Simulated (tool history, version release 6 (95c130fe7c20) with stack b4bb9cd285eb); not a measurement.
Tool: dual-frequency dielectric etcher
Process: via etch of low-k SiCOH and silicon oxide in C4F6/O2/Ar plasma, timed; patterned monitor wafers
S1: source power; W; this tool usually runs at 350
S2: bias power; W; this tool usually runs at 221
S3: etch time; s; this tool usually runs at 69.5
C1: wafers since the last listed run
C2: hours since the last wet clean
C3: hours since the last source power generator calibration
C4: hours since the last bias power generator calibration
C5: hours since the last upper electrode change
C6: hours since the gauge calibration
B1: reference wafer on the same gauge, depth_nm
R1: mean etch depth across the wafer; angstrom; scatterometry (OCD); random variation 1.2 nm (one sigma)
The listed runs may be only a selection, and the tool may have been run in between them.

{"run": 1, "hour": 0.0, "S1": 300, "S2": 221, "S3": 64.5, "C1": 0, "C2": 116.9, "C3": 2183.5, "C4": 1270.2, "C5": 3528.1, "C6": 837.0, "B1": 190.5, "R1": 1903}
{"run": 2, "hour": 63.5, "S1": 350, "S2": 200, "S3": 69.5, "C1": 954, "C2": 180.4, "C3": 2247.0, "C4": 1333.7, "C5": 3591.6, "C6": 900.5, "B1": 190.5, "R1": 2086}
{"run": 3, "hour": 93.8, "S1": 350, "S2": 221, "S3": 69.5, "C1": 455, "C2": 210.7, "C3": 2277.3, "C4": 1364.0, "C5": 3621.9, "C6": 930.8, "B1": 190.8, "R1": 2177}
{"run": 4, "hour": 134.0, "S1": 350, "S2": 221, "S3": 69.5, "C1": 604, "C2": 250.9, "C3": 2317.5, "C4": 1404.2, "C5": 3662.1, "C6": 971.0, "B1": 190.7, "R1": 2198}
{"run": 5, "hour": 160.2, "S1": 350, "S2": 221, "S3": 69.5, "C1": 393, "C2": 277.1, "C3": 2343.7, "C4": 1430.4, "C5": 3688.3, "C6": 997.2, "B1": 191.0, "R1": 2211}
{"hour": 168.2, "done": "source power generator calibrated"}
{"run": 6, "hour": 224.4, "S1": 350, "S2": 221, "S3": 69.5, "C1": 905, "C2": 341.3, "C3": 56.2, "C4": 1494.6, "C5": 3752.5, "C6": 1061.4, "B1": 191.1, "R1": 2178}
{"hour": 392.1, "done": "wet clean of the chamber"}
{"run": 7, "hour": 424.8, "S1": 350, "S2": 221, "S3": 69.5, "C1": 2651, "C2": 32.7, "C3": 256.6, "C4": 1695.0, "C5": 3952.9, "C6": 1261.8, "B1": 191.4, "R1": 2201}
{"run": 8, "hour": 490.6, "S1": 350, "S2": 221, "S3": 69.5, "C1": 989, "C2": 98.5, "C3": 322.4, "C4": 1760.8, "C5": 4018.7, "C6": 1327.6, "B1": 191.5, "R1": 2180}
{"run": 9, "hour": 524.4, "S1": 310, "S2": 271, "S3": 49.0, "C1": 508, "C2": 132.3, "C3": 356.2, "C4": 1794.6, "C5": 4052.5, "C6": 1361.4, "B1": 191.9, "R1": 1624}
{"run": 10, "hour": 596.0, "S1": 350, "S2": 221, "S3": 61.5, "C1": 1076, "C2": 203.9, "C3": 427.8, "C4": 1866.2, "C5": 4124.1, "C6": 1433.0, "B1": 191.9, "R1": 1945}
{"run": 11, "hour": 658.3, "S1": 290, "S2": 190, "S3": 59.0, "C1": 936, "C2": 266.2, "C3": 490.1, "C4": 1928.5, "C5": 4186.4, "C6": 1495.3, "B1": 192.0, "R1": 1587}
{"run": 12, "hour": 720.5, "S1": 290, "S2": 258, "S3": 56.0, "C1": 935, "C2": 328.4, "C3": 552.3, "C4": 1990.7, "C5": 4248.6, "C6": 1557.5, "B1": 191.9, "R1": 1781}
{"run": 13, "hour": 771.5, "S1": 350, "S2": 221, "S3": 69.5, "C1": 766, "C2": 379.4, "C3": 603.3, "C4": 2041.7, "C5": 4299.6, "C6": 1608.5, "B1": 192.1, "R1": 2209}
{"run": 14, "hour": 837.5, "S1": 330, "S2": 221, "S3": 50.0, "C1": 992, "C2": 445.4, "C3": 669.3, "C4": 2107.7, "C5": 4365.6, "C6": 1674.5, "B1": 192.1, "R1": 1545}
{"run": 15, "hour": 879.0, "S1": 350, "S2": 221, "S3": 69.5, "C1": 623, "C2": 486.9, "C3": 710.8, "C4": 2149.2, "C5": 4407.1, "C6": 1716.0, "B1": 192.4, "R1": 2208}
{"hour": 938.0, "done": "wet clean of the chamber"}
{"hour": 1030.2, "done": "bias power generator calibrated"}
{"run": 16, "hour": 1068.3, "S1": 350, "S2": 270, "S3": 69.5, "C1": 2424, "C2": 130.3, "C3": 900.1, "C4": 38.1, "C5": 4596.4, "C6": 1905.3, "B1": 192.7, "R1": 2457}
{"hour": 1106.3, "done": "gauge calibrated"}
{"hour": 1121.5, "done": "upper electrode replaced"}
{"run": 17, "hour": 1122.0, "S1": 400, "S2": 260, "S3": 69.5, "C1": 446, "C2": 184.0, "C3": 953.8, "C4": 91.8, "C5": 0.5, "C6": 15.7, "B1": 187.3, "R1": 2446}
{"run": 18, "hour": 1177.1, "S1": 350, "S2": 273, "S3": 80.0, "C1": 828, "C2": 239.1, "C3": 1008.9, "C4": 146.9, "C5": 55.6, "C6": 70.8, "B1": 187.5, "R1": 2770}
{"run": 19, "hour": 1225.3, "S1": 390, "S2": 176, "S3": 81.5, "C1": 724, "C2": 287.3, "C3": 1057.1, "C4": 195.1, "C5": 103.8, "C6": 119.0, "B1": 187.6, "R1": 2341}
{"run": 20, "hour": 1370.0, "S1": 300, "S2": 221, "S3": 69.5, "C1": 2175, "C2": 432.0, "C3": 1201.8, "C4": 339.8, "C5": 248.5, "C6": 263.7, "B1": 187.7, "R1": 2026}
{"run": 21, "hour": 1410.7, "S1": 290, "S2": 248, "S3": 86.0, "C1": 611, "C2": 472.7, "C3": 1242.5, "C4": 380.5, "C5": 289.2, "C6": 304.4, "B1": 187.8, "R1": 2637}
{"hour": 1453.8, "done": "wet clean of the chamber"}
{"run": 22, "hour": 1454.3, "S1": 350, "S2": 221, "S3": 69.5, "C1": 294, "C2": 0.5, "C3": 1286.1, "C4": 424.1, "C5": 332.8, "C6": 348.0, "B1": 187.8, "R1": 2147}
{"run": 23, "hour": 1470.3, "S1": 350, "S2": 221, "S3": 61.5, "C1": 240, "C2": 16.5, "C3": 1302.1, "C4": 440.1, "C5": 348.8, "C6": 364.0, "B1": 188.0, "R1": 1909}
{"run": 24, "hour": 1499.7, "S1": 350, "S2": 180, "S3": 89.0, "C1": 441, "C2": 45.9, "C3": 1331.5, "C4": 469.5, "C5": 378.2, "C6": 393.4, "B1": 188.1, "R1": 2455}
{"run": 25, "hour": 1530.1, "S1": 350, "S2": 193, "S3": 52.5, "C1": 457, "C2": 76.3, "C3": 1361.9, "C4": 499.9, "C5": 408.6, "C6": 423.8, "B1": 188.2, "R1": 1523}
{"run": 26, "hour": 1639.1, "S1": 320, "S2": 196, "S3": 80.0, "C1": 1638, "C2": 185.3, "C3": 1470.9, "C4": 608.9, "C5": 517.6, "C6": 532.8, "B1": 188.5, "R1": 2246}
{"run": 27, "hour": 1668.6, "S1": 410, "S2": 169, "S3": 80.0, "C1": 443, "C2": 214.8, "C3": 1500.4, "C4": 638.4, "C5": 547.1, "C6": 562.3, "B1": 188.6, "R1": 2281}
{"run": 28, "hour": 1734.2, "S1": 350, "S2": 221, "S3": 69.5, "C1": 986, "C2": 280.4, "C3": 1566.0, "C4": 704.0, "C5": 612.7, "C6": 627.9, "B1": 188.4, "R1": 2148}
{"run": 29, "hour": 1768.2, "S1": 350, "S2": 241, "S3": 51.5, "C1": 511, "C2": 314.4, "C3": 1600.0, "C4": 738.0, "C5": 646.7, "C6": 661.9, "B1": 188.7, "R1": 1687}

Branching from run 29: 4 alternative next runs. What would each branch give?
{"run": "A", "hour": 1768.6, "S1": 350, "S2": 221, "S3": 69.5, "C1": 6, "C2": 314.8, "C3": 1600.4, "C4": 738.4, "C5": 647.1, "C6": 662.3, "B1": "?", "R1": "?"}
{"run": "B", "hour": 1768.6, "S1": 350, "S2": 258, "S3": 69.5, "C1": 6, "C2": 314.8, "C3": 1600.4, "C4": 738.4, "C5": 647.1, "C6": 662.3, "B1": "?", "R1": "?"}
{"run": "C", "hour": 1768.6, "S1": 270, "S2": 169, "S3": 83.0, "C1": 6, "C2": 314.8, "C3": 1600.4, "C4": 738.4, "C5": 647.1, "C6": 662.3, "B1": "?", "R1": "?"}
{"run": "D", "hour": 1768.6, "S1": 390, "S2": 170, "S3": 57.5, "C1": 6, "C2": 314.8, "C3": 1600.4, "C4": 738.4, "C5": 647.1, "C6": 662.3, "B1": "?", "R1": "?"}

run=A B1=188.6 R1=2174
run=B B1=188.6 R1=2351
run=C B1=188.6 R1=2017
run=D B1=188.6 R1=1635
Had the tool no hidden state, the same runs would have come out as:
run=A R1=2166
run=B R1=2343
run=C R1=2010
run=D R1=1629
